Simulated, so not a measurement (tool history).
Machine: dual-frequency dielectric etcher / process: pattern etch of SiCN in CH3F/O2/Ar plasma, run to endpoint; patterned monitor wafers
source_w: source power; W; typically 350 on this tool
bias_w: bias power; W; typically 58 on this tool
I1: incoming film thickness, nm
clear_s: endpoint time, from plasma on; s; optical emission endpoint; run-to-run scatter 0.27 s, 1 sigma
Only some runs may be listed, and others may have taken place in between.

Run 1, hour 0.0: usual settings; I1 11.28. Result: clear_s 30.9 s.
Run 2, hour 39.5: usual settings; I1 11.32. Result: clear_s 30.9 s.
Run 3, hour 83.7: usual settings; I1 11.36. Result: clear_s 30.7 s.
At hour 117.9: wet clean of the chamber.
Run 4, hour 128.6: usual settings but source_w 410 W; I1 11.30. Result: clear_s 29.4 s.
Run 5, hour 169.5: usual settings but source_w 410 W; I1 11.28. Result: clear_s 29.5 s.
Run 6, hour 220.7: usual settings; I1 11.30. Result: clear_s 31.3 s.
Run 7, hour 270.8: usual settings; I1 11.25. Result: clear_s 31.0 s.
Run 8, hour 338.7: usual settings; I1 11.29. Result: clear_s 30.2 s.
Run 9, hour 398.2: usual settings; I1 11.43. Result: clear_s 31.3 s.
Run 10, hour 425.4: usual settings; I1 11.19. Result: clear_s 29.8 s.
Run 11, hour 481.6: usual settings but bias_w 54 W; I1 11.33. Result: clear_s 31.6 s.
Run 12, hour 521.7: usual settings; I1 11.27. Result: clear_s 30.1 s.
Run 13, hour 563.1: usual settings; I1 11.15. Result: clear_s 29.6 s.
At hour 632.6: wet clean of the chamber.
Run 14, hour 633.1: usual settings but source_w 390 W, bias_w 48 W; I1 11.19. Result: clear_s 33.2 s.

Run 15 comes next. What will it give?
At hour 686.6: upper electrode replaced.
Run 15, hour 687.1: usual settings but source_w 390 W, bias_w 70 W; I1 11.33. Result: clear_s ?.

Run 15 measured clear_s 27.7 s.
If the tool had no hidden condition, the same run with the same run-to-run variation would have returned clear_s 27.9 s.
